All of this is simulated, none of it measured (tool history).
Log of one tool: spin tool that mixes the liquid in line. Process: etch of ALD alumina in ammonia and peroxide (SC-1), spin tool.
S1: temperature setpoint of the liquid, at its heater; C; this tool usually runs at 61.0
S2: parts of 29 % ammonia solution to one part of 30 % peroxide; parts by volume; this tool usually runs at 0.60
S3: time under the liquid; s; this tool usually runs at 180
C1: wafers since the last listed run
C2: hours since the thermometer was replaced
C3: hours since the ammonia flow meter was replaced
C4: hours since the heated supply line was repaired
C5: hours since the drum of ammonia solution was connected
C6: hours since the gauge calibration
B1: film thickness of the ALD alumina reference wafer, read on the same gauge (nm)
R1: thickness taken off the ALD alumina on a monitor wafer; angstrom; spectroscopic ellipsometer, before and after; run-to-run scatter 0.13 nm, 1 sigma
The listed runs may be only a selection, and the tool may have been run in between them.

run	day	S1	S2	S3	C1	C2	C3	C4	C5	C6	B1	R1
1	0.000	68.0	0.60	180	0	42.9	969.8	2652.0	559.1	465.9	109.99	315.6
2	1.075	61.0	0.60	180	195	68.7	995.6	2677.8	584.9	491.7	109.99	218.3
3	1.783	61.0	0.60	180	128	85.7	1012.6	2694.8	601.9	508.7	110.01	220.5
4	2.762	61.0	0.60	180	177	109.2	1036.1	2718.3	625.4	532.2	109.98	217.5
# day 3.033: ammonia flow meter replaced
5	3.308	61.0	0.60	180	91	122.3	6.6	2731.4	638.5	545.3	109.99	217.8
6	4.271	61.0	0.60	180	174	145.4	29.7	2754.5	661.6	568.4	109.98	219.3
# day 5.683: new drum of ammonia solution connected
7	7.271	61.0	0.60	180	537	217.4	101.7	2826.5	38.1	640.4	109.99	215.0
8	8.196	61.0	0.35	120	168	239.6	123.9	2848.7	60.3	662.6	110.00	137.0
# day 8.350: heated supply line repaired
9	9.271	61.0	0.60	130	187	265.4	149.7	22.1	86.1	688.4	109.99	169.6
10	10.479	61.0	0.60	180	219	294.4	178.7	51.1	115.1	717.4	110.00	231.2
11	11.812	58.5	0.60	90	242	326.4	210.7	83.1	147.1	749.4	110.00	102.4
12	12.942	61.0	0.60	180	205	353.5	237.8	110.2	174.2	776.5	110.00	230.7
13	14.262	65.0	0.60	180	239	385.2	269.5	141.9	205.9	808.2	109.99	282.8
14	15.762	61.0	0.80	225	272	421.2	305.5	177.9	241.9	844.2	110.00	293.9
# day 16.621: gauge calibrated
15	17.000	56.5	0.70	285	224	450.9	335.2	207.6	271.6	9.1	110.01	294.2
16	18.188	68.0	0.60	180	215	479.4	363.7	236.1	300.1	37.6	110.00	327.3
17	19.429	56.5	0.90	270	225	509.2	393.5	265.9	329.9	67.4	109.99	283.2
18	20.183	61.0	0.30	120	136	527.3	411.6	284.0	348.0	85.5	110.01	143.3
19	21.117	61.0	0.75	110	169	549.7	434.0	306.4	370.4	107.9	110.00	143.0
20	22.579	61.0	0.60	180	265	584.8	469.1	341.5	405.5	143.0	110.00	227.9
21	23.679	61.0	0.75	180	199	611.2	495.5	367.9	431.9	169.4	110.02	234.3
22	24.250	61.0	0.85	210	103	624.9	509.2	381.6	445.6	183.1	110.01	276.5
23	24.946	61.0	0.60	180	126	641.6	525.9	398.3	462.3	199.8	109.99	228.0
24	25.525	61.0	0.60	180	105	655.5	539.8	412.2	476.2	213.7	110.01	229.6
25	26.333	61.0	0.60	180	146	674.9	559.2	431.6	495.6	233.1	110.00	228.6
26	27.342	61.0	0.50	210	183	699.1	583.4	455.8	519.8	257.3	109.99	261.1

Take each entry between the runs: how does the hidden state at the last listed run before it differ from the hidden state at the first listed run after it?
Run 4 -> run 5: ammonia flow meter replaced (day 3.033)
  liquid colder than its thermometer reads (K): 0.158 -> 0.164; temperature lost on the way to the wafer (K): 1.59 -> 1.6
  what was measured, less what the result would be without the hidden state, R1: -20.4 -> -20.7 angstrom
Run 6 -> run 7: new drum of ammonia solution connected (day 5.683)
  liquid colder than its thermometer reads (K): 0.175 -> 0.208; temperature lost on the way to the wafer (K): 1.61 -> 1.66
  what was measured, less what the result would be without the hidden state, R1: -21.1 -> -21.6 angstrom
Run 8 -> run 9: heated supply line repaired (day 8.350)
  liquid colder than its thermometer reads (K): 0.218 -> 0.23; temperature lost on the way to the wafer (K): 1.67 -> 0.298
  what was measured, less what the result would be without the hidden state, R1: -13.9 -> -4.6 angstrom
Run 14 -> run 15: gauge calibrated (day 16.621)
  liquid colder than its thermometer reads (K): 0.302 -> 0.316; temperature lost on the way to the wafer (K): 0.387 -> 0.404
  what was measured, less what the result would be without the hidden state, R1: -10.5 -> -11.4 angstrom

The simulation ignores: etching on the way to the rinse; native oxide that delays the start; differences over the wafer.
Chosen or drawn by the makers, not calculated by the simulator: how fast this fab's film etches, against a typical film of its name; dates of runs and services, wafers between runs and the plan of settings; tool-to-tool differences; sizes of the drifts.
